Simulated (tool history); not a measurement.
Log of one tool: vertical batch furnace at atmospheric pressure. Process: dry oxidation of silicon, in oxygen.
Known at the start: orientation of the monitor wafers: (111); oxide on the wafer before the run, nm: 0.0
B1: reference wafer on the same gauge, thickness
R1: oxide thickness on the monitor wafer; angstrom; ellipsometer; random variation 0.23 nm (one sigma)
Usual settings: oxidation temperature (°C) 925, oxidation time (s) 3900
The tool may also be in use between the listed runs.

run 1 hour=0 | oxidation_temperature_(°C)=933 oxidation_time_(s)=3900 | B1=37.93 | R1=485.4
run 2 hour=18.1 | oxidation_temperature_(°C)=933 oxidation_time_(s)=3900 | B1=38.01 | R1=487.3
run 3 hour=122.1 | oxidation_temperature_(°C)=925 oxidation_time_(s)=3900 | B1=38 | R1=452.5
run 4 hour=145 | oxidation_temperature_(°C)=925 oxidation_time_(s)=2880 | B1=38.04 | R1=367.6
run 5 hour=162.5 | oxidation_temperature_(°C)=925 oxidation_time_(s)=2880 | B1=38.03 | R1=365.3
run 6 hour=187.7 | oxidation_temperature_(°C)=939 oxidation_time_(s)=3900 | B1=37.98 | R1=510.4
run 7 hour=199.9 | oxidation_temperature_(°C)=939 oxidation_time_(s)=3900 | B1=37.99 | R1=511.5
run 8 hour=213.8 | oxidation_temperature_(°C)=939 oxidation_time_(s)=3900 | B1=38 | R1=510.2
-- hour=251.5 boat lift adjusted
run 9 hour=252 | oxidation_temperature_(°C)=925 oxidation_time_(s)=3900 | B1=38 | R1=450.9
run 10 hour=256.3 | oxidation_temperature_(°C)=925 oxidation_time_(s)=3900 | B1=38.04 | R1=453.4
run 11 hour=270.3 | oxidation_temperature_(°C)=925 oxidation_time_(s)=3900 | B1=37.97 | R1=450.9
run 12 hour=283 | oxidation_temperature_(°C)=925 oxidation_time_(s)=3900 | B1=38.06 | R1=450.6
run 13 hour=312.1 | oxidation_temperature_(°C)=925 oxidation_time_(s)=3900 | B1=37.99 | R1=452.2
run 14 hour=334 | oxidation_temperature_(°C)=925 oxidation_time_(s)=3900 | B1=38.05 | R1=454.1
run 15 hour=354.5 | oxidation_temperature_(°C)=913 oxidation_time_(s)=3000 | B1=38.03 | R1=336.4
-- hour=385.8 thermocouples replaced and temperature profile calibrated
run 16 hour=386.3 | oxidation_temperature_(°C)=933 oxidation_time_(s)=5100 | B1=38.06 | R1=586.7
run 17 hour=397.7 | oxidation_temperature_(°C)=940 oxidation_time_(s)=2160 | B1=38.03 | R1=341.3
run 18 hour=432.9 | oxidation_temperature_(°C)=944 oxidation_time_(s)=3900 | B1=38.03 | R1=533.6
run 19 hour=464.1 | oxidation_temperature_(°C)=941 oxidation_time_(s)=2910 | B1=38.01 | R1=423.7
run 20 hour=478.2 | oxidation_temperature_(°C)=913 oxidation_time_(s)=2580 | B1=38 | R1=301
run 21 hour=498 | oxidation_temperature_(°C)=925 oxidation_time_(s)=3900 | B1=38.03 | R1=448.9
-- hour=507.4 gauge calibrated
run 22 hour=513.2 | oxidation_temperature_(°C)=908 oxidation_time_(s)=2490 | B1=37.92 | R1=280.4
run 23 hour=539.3 | oxidation_temperature_(°C)=947 oxidation_time_(s)=5550 | B1=38.01 | R1=697.9
run 24 hour=573.2 | oxidation_temperature_(°C)=940 oxidation_time_(s)=3900 | B1=38 | R1=514.9
run 25 hour=585.7 | oxidation_temperature_(°C)=925 oxidation_time_(s)=3900 | B1=37.94 | R1=454.7
run 26 hour=618.4 | oxidation_temperature_(°C)=914 oxidation_time_(s)=5490 | B1=38.06 | R1=511.9
run 27 hour=645.1 | oxidation_temperature_(°C)=936 oxidation_time_(s)=3900 | B1=38 | R1=498.8

Forecast each of these 4 alternatives for the next run:
run A hour=649.6 | oxidation_temperature_(°C)=901 oxidation_time_(s)=3900 | B1=? | R1=?
run B hour=649.6 | oxidation_temperature_(°C)=925 oxidation_time_(s)=4950 | B1=? | R1=?
run C hour=649.6 | oxidation_temperature_(°C)=916 oxidation_time_(s)=5850 | B1=? | R1=?
run D hour=649.6 | oxidation_temperature_(°C)=901 oxidation_time_(s)=2610 | B1=? | R1=?

run=A B1=38.01 R1=354.2
run=B B1=38.01 R1=530.5
run=C B1=38.01 R1=546.1
run=D B1=38.01 R1=268.1
Without the tool's hidden state the same runs would have given:
run=A R1=354.2
run=B R1=530.5
run=C R1=546.1
run=D R1=268.1
